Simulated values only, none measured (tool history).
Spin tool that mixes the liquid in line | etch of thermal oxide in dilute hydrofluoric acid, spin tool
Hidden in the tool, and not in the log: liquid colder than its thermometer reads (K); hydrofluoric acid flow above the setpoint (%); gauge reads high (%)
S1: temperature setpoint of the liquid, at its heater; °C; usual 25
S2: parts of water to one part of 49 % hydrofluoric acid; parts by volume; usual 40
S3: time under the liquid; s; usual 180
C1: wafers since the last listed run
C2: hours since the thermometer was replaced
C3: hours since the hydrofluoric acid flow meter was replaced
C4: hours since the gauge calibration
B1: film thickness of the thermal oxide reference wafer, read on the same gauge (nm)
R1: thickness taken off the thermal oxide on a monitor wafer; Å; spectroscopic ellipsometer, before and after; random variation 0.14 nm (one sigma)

{"run": 1, "day": 0.0, "S1": 25, "S2": 40, "S3": 180, "C1": 0, "C2": 1930.3, "C3": 808.8, "C4": 22.9, "B1": 39.78, "R1": 260.8}
{"run": 2, "day": 0.617, "S1": 25, "S2": 40, "S3": 180, "C1": 114, "C2": 1945.1, "C3": 823.6, "C4": 37.7, "B1": 39.75, "R1": 260.2}
{"run": 3, "day": 1.988, "S1": 25, "S2": 40, "S3": 180, "C1": 253, "C2": 1978, "C3": 856.5, "C4": 70.6, "B1": 39.68, "R1": 263.6}
{"run": 4, "day": 2.7, "S1": 28, "S2": 40, "S3": 180, "C1": 132, "C2": 1995.1, "C3": 873.6, "C4": 87.7, "B1": 39.65, "R1": 294.8}
{"run": 5, "day": 4.079, "S1": 28, "S2": 40, "S3": 180, "C1": 255, "C2": 2028.2, "C3": 906.7, "C4": 120.8, "B1": 39.63, "R1": 295.9}
{"run": 6, "day": 5.35, "S1": 28, "S2": 40, "S3": 180, "C1": 235, "C2": 2058.7, "C3": 937.2, "C4": 151.3, "B1": 39.58, "R1": 293.6}
{"run": 7, "day": 9.608, "S1": 25, "S2": 30, "S3": 180, "C1": 788, "C2": 2160.9, "C3": 1039.4, "C4": 253.5, "B1": 39.39, "R1": 352}
{"run": 8, "day": 10.396, "S1": 25, "S2": 30, "S3": 180, "C1": 145, "C2": 2179.8, "C3": 1058.3, "C4": 272.4, "B1": 39.38, "R1": 348.6}
{"run": 9, "day": 11.388, "S1": 25, "S2": 40, "S3": 180, "C1": 183, "C2": 2203.6, "C3": 1082.1, "C4": 296.2, "B1": 39.33, "R1": 262.8}
{"run": 10, "day": 12.362, "S1": 25, "S2": 40, "S3": 180, "C1": 180, "C2": 2227, "C3": 1105.5, "C4": 319.6, "B1": 39.32, "R1": 261.5}
{"run": 11, "day": 13.242, "S1": 25, "S2": 40, "S3": 180, "C1": 162, "C2": 2248.1, "C3": 1126.6, "C4": 340.7, "B1": 39.28, "R1": 259.9}
{"run": 12, "day": 13.808, "S1": 25, "S2": 40, "S3": 180, "C1": 104, "C2": 2261.7, "C3": 1140.2, "C4": 354.3, "B1": 39.24, "R1": 258.7}
{"run": 13, "day": 15.225, "S1": 25, "S2": 40, "S3": 180, "C1": 262, "C2": 2295.7, "C3": 1174.2, "C4": 388.3, "B1": 39.19, "R1": 258.4}
{"day": 16.142, "done": "thermometer replaced"}
{"run": 14, "day": 16.292, "S1": 21.5, "S2": 40, "S3": 180, "C1": 189, "C2": 3.6, "C3": 1199.8, "C4": 413.9, "B1": 39.16, "R1": 224.6}
{"run": 15, "day": 16.804, "S1": 21.5, "S2": 40, "S3": 180, "C1": 94, "C2": 15.9, "C3": 1212.1, "C4": 426.2, "B1": 39.12, "R1": 225.1}
{"run": 16, "day": 17.596, "S1": 21.5, "S2": 40, "S3": 180, "C1": 146, "C2": 34.9, "C3": 1231.1, "C4": 445.2, "B1": 39.08, "R1": 221.1}
{"run": 17, "day": 18.346, "S1": 25, "S2": 55, "S3": 180, "C1": 138, "C2": 52.9, "C3": 1249.1, "C4": 463.2, "B1": 39.09, "R1": 184}
{"run": 18, "day": 19.571, "S1": 22, "S2": 25, "S3": 130, "C1": 226, "C2": 82.3, "C3": 1278.5, "C4": 492.6, "B1": 39.02, "R1": 266.5}
{"run": 19, "day": 21.0, "S1": 25, "S2": 25, "S3": 75, "C1": 264, "C2": 116.6, "C3": 1312.8, "C4": 526.9, "B1": 38.98, "R1": 174.7}
{"run": 20, "day": 21.838, "S1": 20.5, "S2": 20, "S3": 210, "C1": 155, "C2": 136.7, "C3": 1332.9, "C4": 547, "B1": 38.94, "R1": 507.7}
{"run": 21, "day": 23.154, "S1": 25, "S2": 40, "S3": 255, "C1": 243, "C2": 168.3, "C3": 1364.5, "C4": 578.6, "B1": 38.86, "R1": 364.3}
{"day": 23.758, "done": "gauge calibrated"}
{"run": 22, "day": 24.075, "S1": 27, "S2": 30, "S3": 180, "C1": 170, "C2": 190.4, "C3": 1386.6, "C4": 7.6, "B1": 40.02, "R1": 388.4}
{"run": 23, "day": 24.779, "S1": 23.5, "S2": 40, "S3": 260, "C1": 130, "C2": 207.3, "C3": 1403.5, "C4": 24.5, "B1": 39.98, "R1": 354.8}
{"run": 24, "day": 26.2, "S1": 28.5, "S2": 25, "S3": 180, "C1": 263, "C2": 241.4, "C3": 1437.6, "C4": 58.6, "B1": 39.9, "R1": 497}
{"day": 26.358, "done": "hydrofluoric acid flow meter replaced"}
{"run": 25, "day": 26.738, "S1": 23, "S2": 35, "S3": 145, "C1": 91, "C2": 254.3, "C3": 9.1, "C4": 71.5, "B1": 39.9, "R1": 224.1}
{"run": 26, "day": 27.442, "S1": 25, "S2": 40, "S3": 180, "C1": 130, "C2": 271.2, "C3": 26, "C4": 88.4, "B1": 39.87, "R1": 260.9}
{"run": 27, "day": 28.521, "S1": 27, "S2": 50, "S3": 125, "C1": 199, "C2": 297.1, "C3": 51.9, "C4": 114.3, "B1": 39.84, "R1": 156}
{"run": 28, "day": 29.162, "S1": 21.5, "S2": 40, "S3": 180, "C1": 118, "C2": 312.5, "C3": 67.3, "C4": 129.7, "B1": 39.79, "R1": 226.6}
{"run": 29, "day": 29.958, "S1": 28.5, "S2": 40, "S3": 135, "C1": 147, "C2": 331.6, "C3": 86.4, "C4": 148.8, "B1": 39.81, "R1": 227.2}
{"run": 30, "day": 30.758, "S1": 25, "S2": 40, "S3": 180, "C1": 148, "C2": 350.8, "C3": 105.6, "C4": 168, "B1": 39.78, "R1": 261.3}
{"run": 31, "day": 31.754, "S1": 25, "S2": 40, "S3": 180, "C1": 184, "C2": 374.7, "C3": 129.5, "C4": 191.9, "B1": 39.7, "R1": 261.2}
{"run": 32, "day": 32.375, "S1": 25, "S2": 60, "S3": 235, "C1": 115, "C2": 389.6, "C3": 144.4, "C4": 206.8, "B1": 39.69, "R1": 221.8}
{"run": 33, "day": 33.533, "S1": 25, "S2": 40, "S3": 180, "C1": 214, "C2": 417.4, "C3": 172.2, "C4": 234.6, "B1": 39.65, "R1": 263.3}

Forecast each of these 5 alternatives for the next run:
{"run": "A", "day": 33.554, "S1": 25, "S2": 40, "S3": 225, "C1": 3, "C2": 417.9, "C3": 172.7, "C4": 235.1, "B1": "?", "R1": "?"}
{"run": "B", "day": 33.554, "S1": 25, "S2": 25, "S3": 135, "C1": 3, "C2": 417.9, "C3": 172.7, "C4": 235.1, "B1": "?", "R1": "?"}
{"run": "C", "day": 33.554, "S1": 25, "S2": 35, "S3": 150, "C1": 3, "C2": 417.9, "C3": 172.7, "C4": 235.1, "B1": "?", "R1": "?"}
{"run": "D", "day": 33.554, "S1": 21, "S2": 50, "S3": 210, "C1": 3, "C2": 417.9, "C3": 172.7, "C4": 235.1, "B1": "?", "R1": "?"}
{"run": "E", "day": 33.554, "S1": 27.5, "S2": 40, "S3": 210, "C1": 3, "C2": 417.9, "C3": 172.7, "C4": 235.1, "B1": "?", "R1": "?"}

run=A B1=39.67 R1=328.1
run=B B1=39.67 R1=321.6
run=C B1=39.67 R1=251.7
run=D B1=39.67 R1=204.7
run=E B1=39.67 R1=339.1
Without the tool's hidden state the same runs would have given:
run=A R1=331
run=B R1=324.4
run=C R1=253.9
run=D R1=206.5
run=E R1=342.1

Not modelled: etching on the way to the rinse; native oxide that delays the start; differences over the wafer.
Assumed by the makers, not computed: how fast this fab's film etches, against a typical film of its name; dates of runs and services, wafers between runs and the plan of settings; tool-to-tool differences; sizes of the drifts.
